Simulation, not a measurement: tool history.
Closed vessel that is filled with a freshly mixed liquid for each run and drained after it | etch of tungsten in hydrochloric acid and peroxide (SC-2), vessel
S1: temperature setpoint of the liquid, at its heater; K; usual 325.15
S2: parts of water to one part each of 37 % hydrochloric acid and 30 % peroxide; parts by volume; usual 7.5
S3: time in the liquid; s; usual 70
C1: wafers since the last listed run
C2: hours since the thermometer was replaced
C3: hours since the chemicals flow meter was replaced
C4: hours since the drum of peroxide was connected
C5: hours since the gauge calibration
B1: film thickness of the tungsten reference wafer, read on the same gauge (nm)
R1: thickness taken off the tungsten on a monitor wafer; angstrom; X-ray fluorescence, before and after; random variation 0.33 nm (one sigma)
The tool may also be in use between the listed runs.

run	day	S1	S2	S3	C1	C2	C3	C4	C5	B1	R1
1	0	325.15	7.5	70	0	1943.4	1311.7	732.8	155.6	129.95	422.5
2	2.312	325.15	7.5	70	5712	1998.9	1367.2	788.3	211.1	129.98	417.5
3	3.892	325.15	6	80	3900	2036.8	1405.1	826.2	249	129.99	573.1
4	5.821	325.15	5	70	4765	2083.1	1451.4	872.5	295.3	129.98	570.7
5	9.779	325.15	5	70	9777	2178.1	1546.4	967.5	390.3	130.02	565.3
6	17	325.15	7.5	70	17836	2351.4	1719.7	1140.8	563.6	129.98	426
7	19.104	332.15	7.5	85	5197	2401.9	1770.2	1191.3	614.1	130.01	800.5
# day 21.221: new drum of peroxide connected
# day 22.025: thermometer replaced
8	22.596	325.15	7.5	70	8418	13.7	1854	33	697.9	129.99	422.6
# day 23.012: chemicals flow meter replaced
9	24.962	325.15	7.5	70	5742	70.5	46.8	89.8	754.7	130.01	420.6
# day 25.671: gauge calibrated
10	27.792	319.65	7.5	70	6988	138.4	114.7	157.7	50.9	130.01	288.3
11	30.25	327.65	4	85	6072	197.4	173.7	216.7	109.9	129.99	950.3
12	34.525	331.65	7.5	45	10559	300	276.3	319.3	212.5	129.96	406.3
13	37.342	319.15	9.5	45	6957	367.6	343.9	386.9	280.1	129.99	151.1
14	39.508	328.15	8.5	40	5351	419.6	395.9	438.9	332.1	130	262.5

Forecast each of these 5 alternatives for the next run:
A	39.538	325.15	10	70	72	420.3	396.6	439.6	332.8	?	?
B	39.538	331.15	10.5	80	72	420.3	396.6	439.6	332.8	?	?
C	39.538	318.15	11	105	72	420.3	396.6	439.6	332.8	?	?
D	39.538	325.15	5.5	70	72	420.3	396.6	439.6	332.8	?	?
E	39.538	332.65	6.5	70	72	420.3	396.6	439.6	332.8	?	?

run	B1	R1
A	129.96	333.7
B	129.96	539.7
C	129.96	288.5
D	129.96	534
E	129.96	763.6
Without the tool's hidden state the same runs would have given:
run	R1
A	333.7
B	539.7
C	288.5
D	534
E	763.6
